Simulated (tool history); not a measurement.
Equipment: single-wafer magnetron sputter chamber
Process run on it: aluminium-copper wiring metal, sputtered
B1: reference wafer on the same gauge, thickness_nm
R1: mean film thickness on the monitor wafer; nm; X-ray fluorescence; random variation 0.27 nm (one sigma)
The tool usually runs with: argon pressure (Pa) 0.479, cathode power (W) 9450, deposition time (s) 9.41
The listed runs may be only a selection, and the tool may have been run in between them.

Run 1, hour 0.0: usual settings but argon pressure (Pa) 0.403, cathode power (W) 10150; B1 109.997. Result: R1 149.944 nm.
Run 2, hour 25.5: usual settings but argon pressure (Pa) 0.403, cathode power (W) 10150; B1 110.051. Result: R1 149.968 nm.
Run 3, hour 50.1: usual settings; B1 110.006. Result: R1 135.283 nm.
Run 4, hour 84.3: usual settings; B1 110.006. Result: R1 134.801 nm.
At hour 95.4: sputter target and shields replaced.
Run 5, hour 150.7: usual settings; B1 109.982. Result: R1 134.735 nm.
Run 6, hour 188.7: usual settings but cathode power (W) 11000; B1 110.034. Result: R1 157.400 nm.
Run 7, hour 232.0: usual settings but cathode power (W) 11000; B1 109.988. Result: R1 158.215 nm.
Run 8, hour 276.7: usual settings but cathode power (W) 11000; B1 109.980. Result: R1 157.677 nm.
Run 9, hour 330.3: usual settings; B1 110.005. Result: R1 135.469 nm.
Run 10, hour 357.6: usual settings; B1 110.050. Result: R1 135.248 nm.
Run 11, hour 412.2: usual settings; B1 110.017. Result: R1 135.309 nm.
At hour 425.2: sputter target and shields replaced.
Run 12, hour 442.0: usual settings; B1 109.968. Result: R1 135.942 nm.
At hour 474.5: capacitance manometer re-zeroed and calibrated.
Run 13, hour 495.9: usual settings; B1 109.957. Result: R1 133.248 nm.
Run 14, hour 521.4: usual settings; B1 109.940. Result: R1 132.955 nm.
Run 15, hour 545.9: usual settings but cathode power (W) 8500; B1 110.008. Result: R1 120.129 nm.
Run 16, hour 597.6: usual settings but deposition time (s) 8.31; B1 109.997. Result: R1 117.927 nm.
Run 17, hour 655.9: usual settings but cathode power (W) 7700; B1 110.040. Result: R1 108.985 nm.
Run 18, hour 696.4: usual settings; B1 110.004. Result: R1 133.609 nm.
At hour 714.3: sputter target and shields replaced.
At hour 715.2: magnet pack replaced.
Run 19, hour 745.3: usual settings but argon pressure (Pa) 0.542, cathode power (W) 8550; B1 109.973. Result: R1 117.007 nm.
Run 20, hour 775.5: usual settings but argon pressure (Pa) 0.288, cathode power (W) 10850; B1 110.000. Result: R1 168.008 nm.
Run 21, hour 810.2: usual settings; B1 110.014. Result: R1 133.368 nm.
Run 22, hour 867.7: usual settings but argon pressure (Pa) 0.391, cathode power (W) 8350, deposition time (s) 10.19; B1 110.025. Result: R1 133.510 nm.
Run 23, hour 909.0: usual settings but argon pressure (Pa) 0.584, cathode power (W) 10150, deposition time (s) 7.59; B1 110.027. Result: R1 110.433 nm.
Run 24, hour 989.3: usual settings but argon pressure (Pa) 0.653; B1 110.006. Result: R1 123.635 nm.
Run 25, hour 1043.6: usual settings but argon pressure (Pa) 0.667, cathode power (W) 8550, deposition time (s) 8.58; B1 110.004. Result: R1 101.079 nm.
At hour 1062.8: sputter target and shields replaced.
At hour 1078.1: gauge calibrated.
Run 26, hour 1083.5: usual settings; B1 110.028. Result: R1 133.621 nm.
Run 27, hour 1138.2: usual settings but cathode power (W) 8750, deposition time (s) 7.57; B1 110.045. Result: R1 99.628 nm.
Run 28, hour 1200.7: usual settings but cathode power (W) 7400, deposition time (s) 7.81; B1 110.011. Result: R1 86.724 nm.
Run 29, hour 1246.4: usual settings; B1 109.999. Result: R1 134.065 nm.
Run 30, hour 1291.3: usual settings; B1 110.012. Result: R1 134.218 nm.
Run 31, hour 1348.3: usual settings but argon pressure (Pa) 0.370; B1 109.992. Result: R1 141.147 nm.
At hour 1372.8: sputter target and shields replaced.
Run 32, hour 1480.0: usual settings but argon pressure (Pa) 0.542, cathode power (W) 7650, deposition time (s) 10.19; B1 109.996. Result: R1 114.278 nm.
Run 33, hour 1518.4: usual settings but argon pressure (Pa) 0.357, cathode power (W) 7700, deposition time (s) 8.87; B1 110.003. Result: R1 109.229 nm.

Each run again, without the hidden state but with its own random variation kept:
What the log doesn't record here: deposition rate above that of a new target (%); true argon pressure above the setpoint (%); gauge reads high (%).
run       R1
  1  148.404
  2  148.364
  3  133.543
  4  132.975
  5  132.727
  6  154.929
  7  155.584
  8  154.901
  9  132.921
 10  132.620
 11  132.507
 12  133.031
 13  132.874
 14  132.581
 15  119.789
 16  117.587
 17  108.660
 18  133.198
 19  116.590
 20  167.647
 21  132.910
 22  133.097
 23  109.929
 24  122.948
 25  100.464
 26  132.969
 27   99.103
 28   86.225
 29  133.241
 30  133.339
 31  140.344
 32  113.204
 33  108.470
